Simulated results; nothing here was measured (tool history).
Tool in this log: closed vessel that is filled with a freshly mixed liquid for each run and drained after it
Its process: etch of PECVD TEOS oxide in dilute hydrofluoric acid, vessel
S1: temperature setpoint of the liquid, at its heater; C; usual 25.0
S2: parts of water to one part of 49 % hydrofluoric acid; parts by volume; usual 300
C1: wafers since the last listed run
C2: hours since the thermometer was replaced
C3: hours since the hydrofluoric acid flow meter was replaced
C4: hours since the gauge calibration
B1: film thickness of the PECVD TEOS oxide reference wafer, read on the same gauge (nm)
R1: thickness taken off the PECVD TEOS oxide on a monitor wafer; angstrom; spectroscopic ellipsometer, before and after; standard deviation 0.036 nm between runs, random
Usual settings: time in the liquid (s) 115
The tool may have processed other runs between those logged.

{"run": 1, "hour": 0.0, "S1": 25.0, "S2": 300, "time in the liquid (s)": 115, "C1": 0, "C2": 212.4, "C3": 560.9, "C4": 570.6, "B1": 110.006, "R1": 52.57}
{"run": 2, "hour": 12.4, "S1": 25.0, "S2": 300, "time in the liquid (s)": 115, "C1": 1481, "C2": 224.8, "C3": 573.3, "C4": 583.0, "B1": 109.997, "R1": 51.28}
{"run": 3, "hour": 38.9, "S1": 25.0, "S2": 300, "time in the liquid (s)": 115, "C1": 3166, "C2": 251.3, "C3": 599.8, "C4": 609.5, "B1": 109.999, "R1": 52.17}
{"run": 4, "hour": 68.5, "S1": 25.0, "S2": 300, "time in the liquid (s)": 115, "C1": 3536, "C2": 280.9, "C3": 629.4, "C4": 639.1, "B1": 109.988, "R1": 52.03}
{"run": 5, "hour": 85.3, "S1": 25.0, "S2": 300, "time in the liquid (s)": 115, "C1": 2007, "C2": 297.7, "C3": 646.2, "C4": 655.9, "B1": 110.008, "R1": 52.1}
{"run": 6, "hour": 107.7, "S1": 25.0, "S2": 360, "time in the liquid (s)": 115, "C1": 2676, "C2": 320.1, "C3": 668.6, "C4": 678.3, "B1": 110.011, "R1": 40.67}
{"run": 7, "hour": 120.2, "S1": 25.0, "S2": 360, "time in the liquid (s)": 115, "C1": 1493, "C2": 332.6, "C3": 681.1, "C4": 690.8, "B1": 109.984, "R1": 40.89}
{"run": 8, "hour": 150.3, "S1": 25.0, "S2": 360, "time in the liquid (s)": 115, "C1": 3596, "C2": 362.7, "C3": 711.2, "C4": 720.9, "B1": 110.007, "R1": 40.78}
{"run": 9, "hour": 165.0, "S1": 22.0, "S2": 195, "time in the liquid (s)": 115, "C1": 1756, "C2": 377.4, "C3": 725.9, "C4": 735.6, "B1": 110.003, "R1": 79.96}
{"run": 10, "hour": 191.5, "S1": 22.0, "S2": 195, "time in the liquid (s)": 115, "C1": 3166, "C2": 403.9, "C3": 752.4, "C4": 762.1, "B1": 110.011, "R1": 79.61}
{"run": 11, "hour": 222.8, "S1": 25.0, "S2": 300, "time in the liquid (s)": 115, "C1": 3739, "C2": 435.2, "C3": 783.7, "C4": 793.4, "B1": 109.996, "R1": 52.01}
{"run": 12, "hour": 241.6, "S1": 25.0, "S2": 300, "time in the liquid (s)": 115, "C1": 2246, "C2": 454.0, "C3": 802.5, "C4": 812.2, "B1": 110.003, "R1": 52.5}
{"run": 13, "hour": 266.2, "S1": 25.0, "S2": 300, "time in the liquid (s)": 115, "C1": 2939, "C2": 478.6, "C3": 827.1, "C4": 836.8, "B1": 110.002, "R1": 52.95}
{"hour": 281.8, "done": "thermometer replaced"}
{"run": 14, "hour": 287.3, "S1": 25.0, "S2": 300, "time in the liquid (s)": 115, "C1": 2401, "C2": 5.5, "C3": 848.2, "C4": 857.9, "B1": 110.008, "R1": 52.08}
{"run": 15, "hour": 319.2, "S1": 25.0, "S2": 300, "time in the liquid (s)": 115, "C1": 3811, "C2": 37.4, "C3": 880.1, "C4": 889.8, "B1": 110.014, "R1": 52.24}
{"run": 16, "hour": 335.7, "S1": 29.0, "S2": 365, "time in the liquid (s)": 155, "C1": 1971, "C2": 53.9, "C3": 896.6, "C4": 906.3, "B1": 109.994, "R1": 62.59}
{"run": 17, "hour": 370.1, "S1": 25.0, "S2": 300, "time in the liquid (s)": 115, "C1": 4110, "C2": 88.3, "C3": 931.0, "C4": 940.7, "B1": 110.007, "R1": 52.3}
{"hour": 388.2, "done": "gauge calibrated"}
{"run": 18, "hour": 403.7, "S1": 20.5, "S2": 230, "time in the liquid (s)": 155, "C1": 4014, "C2": 121.9, "C3": 964.6, "C4": 15.5, "B1": 110.001, "R1": 84.04}
{"run": 19, "hour": 436.8, "S1": 29.5, "S2": 300, "time in the liquid (s)": 115, "C1": 3954, "C2": 155.0, "C3": 997.7, "C4": 48.6, "B1": 110.008, "R1": 60.9}
{"run": 20, "hour": 462.2, "S1": 25.0, "S2": 300, "time in the liquid (s)": 55, "C1": 3034, "C2": 180.4, "C3": 1023.1, "C4": 74.0, "B1": 109.991, "R1": 25.28}
{"run": 21, "hour": 495.0, "S1": 28.5, "S2": 350, "time in the liquid (s)": 150, "C1": 3919, "C2": 213.2, "C3": 1055.9, "C4": 106.8, "B1": 109.989, "R1": 63.37}
{"run": 22, "hour": 515.1, "S1": 25.0, "S2": 300, "time in the liquid (s)": 115, "C1": 2401, "C2": 233.3, "C3": 1076.0, "C4": 126.9, "B1": 110.011, "R1": 52.29}
{"run": 23, "hour": 550.5, "S1": 25.0, "S2": 300, "time in the liquid (s)": 115, "C1": 4229, "C2": 268.7, "C3": 1111.4, "C4": 162.3, "B1": 109.986, "R1": 52.89}
{"run": 24, "hour": 586.4, "S1": 25.0, "S2": 420, "time in the liquid (s)": 115, "C1": 4289, "C2": 304.6, "C3": 1147.3, "C4": 198.2, "B1": 110.008, "R1": 34.24}
{"run": 25, "hour": 619.9, "S1": 21.0, "S2": 395, "time in the liquid (s)": 140, "C1": 4002, "C2": 338.1, "C3": 1180.8, "C4": 231.7, "B1": 109.999, "R1": 39.18}
{"hour": 641.0, "done": "hydrofluoric acid flow meter replaced"}
{"run": 26, "hour": 643.1, "S1": 26.5, "S2": 155, "time in the liquid (s)": 115, "C1": 2652, "C2": 361.3, "C3": 2.1, "C4": 254.9, "B1": 109.992, "R1": 123.02}
{"run": 27, "hour": 661.3, "S1": 25.0, "S2": 300, "time in the liquid (s)": 180, "C1": 2174, "C2": 379.5, "C3": 20.3, "C4": 273.1, "B1": 110.002, "R1": 80.4}
{"run": 28, "hour": 696.5, "S1": 25.0, "S2": 300, "time in the liquid (s)": 115, "C1": 4205, "C2": 414.7, "C3": 55.5, "C4": 308.3, "B1": 109.996, "R1": 50.93}
{"run": 29, "hour": 731.3, "S1": 25.0, "S2": 300, "time in the liquid (s)": 160, "C1": 4157, "C2": 449.5, "C3": 90.3, "C4": 343.1, "B1": 109.994, "R1": 70.7}
{"run": 30, "hour": 754.2, "S1": 25.0, "S2": 385, "time in the liquid (s)": 115, "C1": 2736, "C2": 472.4, "C3": 113.2, "C4": 366.0, "B1": 109.997, "R1": 36.59}
{"hour": 767.8, "done": "thermometer replaced"}
{"run": 31, "hour": 779.5, "S1": 25.0, "S2": 365, "time in the liquid (s)": 60, "C1": 2903, "C2": 11.7, "C3": 138.5, "C4": 391.3, "B1": 109.995, "R1": 20.63}
{"run": 32, "hour": 796.1, "S1": 26.5, "S2": 375, "time in the liquid (s)": 90, "C1": 1983, "C2": 28.3, "C3": 155.1, "C4": 407.9, "B1": 110.009, "R1": 31.51}
{"run": 33, "hour": 824.8, "S1": 25.0, "S2": 300, "time in the liquid (s)": 115, "C1": 3429, "C2": 57.0, "C3": 183.8, "C4": 436.6, "B1": 109.991, "R1": 51.43}
{"run": 34, "hour": 853.2, "S1": 23.5, "S2": 370, "time in the liquid (s)": 95, "C1": 3393, "C2": 85.4, "C3": 212.2, "C4": 465.0, "B1": 109.998, "R1": 30.55}

Below are 3 alternative next runs, each starting from the tool's condition after run 34. Predict each:
{"run": "A", "hour": 853.9, "S1": 25.0, "S2": 300, "time in the liquid (s)": 115, "C1": 83, "C2": 86.1, "C3": 212.9, "C4": 465.7, "B1": "?", "R1": "?"}
{"run": "B", "hour": 853.9, "S1": 22.5, "S2": 190, "time in the liquid (s)": 165, "C1": 83, "C2": 86.1, "C3": 212.9, "C4": 465.7, "B1": "?", "R1": "?"}
{"run": "C", "hour": 853.9, "S1": 21.0, "S2": 230, "time in the liquid (s)": 165, "C1": 83, "C2": 86.1, "C3": 212.9, "C4": 465.7, "B1": "?", "R1": "?"}

run=A B1=110.012 R1=51.38
run=B B1=110.012 R1=118.88
run=C B1=110.012 R1=89.16
Stripped of hidden state, with their random variation kept, the same runs would have yielded:
run=A R1=50.66
run=B R1=117.33
run=C R1=87.97

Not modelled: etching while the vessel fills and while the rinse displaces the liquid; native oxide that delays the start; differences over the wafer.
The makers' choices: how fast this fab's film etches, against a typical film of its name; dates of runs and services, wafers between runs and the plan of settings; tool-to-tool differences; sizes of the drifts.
